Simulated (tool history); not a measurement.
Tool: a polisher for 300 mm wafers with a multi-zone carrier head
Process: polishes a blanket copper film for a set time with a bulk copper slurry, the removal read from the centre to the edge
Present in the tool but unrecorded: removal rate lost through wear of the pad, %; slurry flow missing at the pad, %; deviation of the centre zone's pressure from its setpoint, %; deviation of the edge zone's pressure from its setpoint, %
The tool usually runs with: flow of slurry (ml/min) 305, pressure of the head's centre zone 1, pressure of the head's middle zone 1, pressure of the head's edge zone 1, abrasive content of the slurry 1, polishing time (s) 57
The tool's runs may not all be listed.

run	hour	flow of slurry (ml/min)	pressure of the head's centre zone	pressure of the head's middle zone	pressure of the head's edge zone	abrasive content of the slurry	polishing time (s)	wafers since the last listed run	wafers polished on this pad	hours since the slurry nozzle was cleaned	hours since the centre zone pressure was calibrated	hours since the edge zone pressure was calibrated	hours since the carrier head's membrane was replaced	incoming thickness of the incoming film, nm	film removed at the wafer's centre (Å)	film removed at mid-radius (Å)	film removed at the wafer's edge (Å)
1	0	305	1	1	1	1	66	0	1721	457.3	160.8	499	451.5	2430.9	6127	6199	6497
2	49.2	305	1	1	1	1	66	388	2109	506.5	210	548.2	500.7	2418.9	6125	6036	6323
# hour 71.3: worn pad replaced by a new one
3	96.4	305	1	1	1	1	66	340	198	553.7	257.2	595.4	547.9	2386.3	6073	6113	6459
4	127.2	305	1	1	1	1	57	242	441	584.5	288	626.2	578.7	2385.2	5325	5250	5498
5	185.5	305	1	1	1	1	57	459	901	642.8	346.3	684.5	637	2457.7	5255	5323	5557
# hour 245.1: centre zone pressure recalibrated
6	247	305	1	1	1	1	57	469	1370	704.3	1.9	746	698.5	2423.6	5261	5373	5425
# hour 291.8: slurry nozzle cleaned
7	298.8	305	1	1	0.97	1	57	400	1771	7	53.7	797.8	750.3	2405.4	5252	5264	5355
# hour 320.6: worn pad replaced by a new one
8	349.3	305	1	1.03	0.96	1	51	366	226	57.5	104.2	848.3	800.8	2377.6	4689	4823	4784
9	395.7	395	1.11	0.88	1	0.85	57	366	592	103.9	150.6	894.7	847.2	2398.5	5823	4701	5377
10	430.6	305	1	1	1	1.15	57	275	867	138.8	185.5	929.6	882.1	2398.4	5363	5493	5508
11	474.8	335	0.92	1	0.97	1	50	348	1216	183	229.7	973.8	926.3	2375.5	4254	4592	4778
12	529.1	305	1	1	1	1	57	428	1644	237.3	284	1028.1	980.6	2410.9	5308	5305	5527
# hour 558.2: worn pad replaced by a new one
# hour 566.1: edge zone pressure recalibrated
13	596.3	305	1	1	1	1	57	482	284	304.5	351.2	30.2	1047.8	2398.3	5192	5288	5473
# hour 625.5: carrier head's membrane replaced by a new one
14	632.4	305	1	1	1	1	57	245	530	340.6	387.3	66.3	6.9	2436.9	5274	5340	5530
# hour 654.2: centre zone pressure recalibrated
15	690.1	360	1	1.04	1.09	0.75	57	439	969	398.3	35.9	124	64.6	2391.2	5139	5262	5522

Run 16 comes next. What will it give?
16	753.5	370	1	1	1.04	1	57	500	1469	461.7	99.3	187.4	128	2377.5	?	?	?

{"run 16": {"film removed at the wafer's centre (Å)": 5319, "film removed at mid-radius (Å)": 5450, "film removed at the wafer's edge (Å)": 5566}}
Were there no unlogged condition in the tool, this run, its random variation unchanged, would have produced film removed at the wafer's centre (Å) 5319, film removed at mid-radius (Å) 5450, film removed at the wafer's edge (Å) 5566.
